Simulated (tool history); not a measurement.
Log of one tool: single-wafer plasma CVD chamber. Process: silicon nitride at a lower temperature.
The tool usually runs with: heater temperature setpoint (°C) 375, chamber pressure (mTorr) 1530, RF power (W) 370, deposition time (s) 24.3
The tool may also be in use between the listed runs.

run	hour	heater temperature setpoint (°C)	chamber pressure (mTorr)	RF power (W)	deposition time (s)	wafers since the last listed run	hours since the last thermocouple change	hours since the last RF generator calibration	hours since the last manometer calibration	hours since the showerhead was replaced	hours since the gauge calibration	read-back reference wafer on the same gauge, thickness_nm	mean film thickness on the monitor wafer (nm)
1	0.0	375	1710	370	24.3	0	1770.8	891.0	816.6	4590.9	398.7	34.117	31.300
2	34.1	375	1710	370	24.3	695	1804.9	925.1	850.7	4625.0	432.8	34.087	31.270
3	56.9	375	1530	370	24.3	464	1827.7	947.9	873.5	4647.8	455.6	34.075	30.240
4	70.6	375	1530	370	24.3	279	1841.4	961.6	887.2	4661.5	469.3	34.062	30.027
5	94.6	375	1530	370	24.3	489	1865.4	985.6	911.2	4685.5	493.3	34.073	30.336
6	109.0	375	1530	370	24.3	293	1879.8	1000.0	925.6	4699.9	507.7	34.096	30.273
# hour 133.7: gauge calibrated
7	156.9	375	1530	370	24.3	976	1927.7	1047.9	973.5	4747.8	23.2	34.111	30.462
# hour 186.4: showerhead replaced
8	186.9	381	1530	385	24.3	448	1957.7	1077.9	1003.5	0.5	53.2	34.069	30.698
9	216.0	381	1530	385	24.3	593	1986.8	1107.0	1032.6	29.6	82.3	34.092	30.756
10	243.0	375	1530	370	24.3	550	2013.8	1134.0	1059.6	56.6	109.3	34.160	29.797
11	268.6	375	1530	370	24.3	522	2039.4	1159.6	1085.2	82.2	134.9	34.123	30.309
# hour 294.2: thermocouple changed; heater temperature recalibrated
# hour 303.5: capacitance manometer re-zeroed and calibrated
12	304.0	375	1530	315	24.3	395	9.8	1195.0	0.5	117.6	170.3	34.128	27.645
13	329.1	375	1530	370	24.3	511	34.9	1220.1	25.6	142.7	195.4	34.070	30.108
14	342.1	375	1530	370	24.3	265	47.9	1233.1	38.6	155.7	208.4	34.139	30.128
15	363.3	375	1530	370	19.8	432	69.1	1254.3	59.8	176.9	229.6	34.042	24.447
# hour 378.8: RF generator calibrated
16	379.3	375	1850	325	21.3	163	85.1	0.5	75.8	192.9	245.6	34.122	25.978
17	402.3	375	1240	370	28.0	469	108.1	23.5	98.8	215.9	268.6	34.089	32.184
18	423.2	360	1530	370	28.9	426	129.0	44.4	119.7	236.8	289.5	34.071	36.161
19	458.5	375	1870	370	24.3	719	164.3	79.7	155.0	272.1	324.8	34.100	32.138
20	480.6	375	1530	370	21.3	450	186.4	101.8	177.1	294.2	346.9	34.073	26.176
21	501.2	366	1810	370	24.3	420	207.0	122.4	197.7	314.8	367.5	34.154	31.645
22	529.0	369	1530	370	25.6	566	234.8	150.2	225.5	342.6	395.3	34.054	31.804
23	556.6	375	1870	370	24.3	562	262.4	177.8	253.1	370.2	422.9	34.115	32.001
# hour 572.3: gauge calibrated
24	588.5	375	1810	395	20.1	650	294.3	209.7	285.0	402.1	16.2	34.125	27.409
25	617.0	375	1530	415	24.3	581	322.8	238.2	313.5	430.6	44.7	34.107	32.183
26	637.8	375	1530	370	24.3	424	343.6	259.0	334.3	451.4	65.5	34.069	30.078
27	655.8	375	1200	425	22.4	367	361.6	277.0	352.3	469.4	83.5	34.148	27.508
28	674.0	375	1220	370	28.1	371	379.8	295.2	370.5	487.6	101.7	34.113	32.503
29	689.2	375	1530	370	24.3	309	395.0	310.4	385.7	502.8	116.9	34.128	30.398

Run-by-run hidden state of the tool:
wafer temperature above the value expected at the setpoint (K): 0 in every run
delivered RF power above the setpoint (%): 0 in every run
true pressure above the setpoint (%): 0 in every run
gauge reads high (%): 0 in every run

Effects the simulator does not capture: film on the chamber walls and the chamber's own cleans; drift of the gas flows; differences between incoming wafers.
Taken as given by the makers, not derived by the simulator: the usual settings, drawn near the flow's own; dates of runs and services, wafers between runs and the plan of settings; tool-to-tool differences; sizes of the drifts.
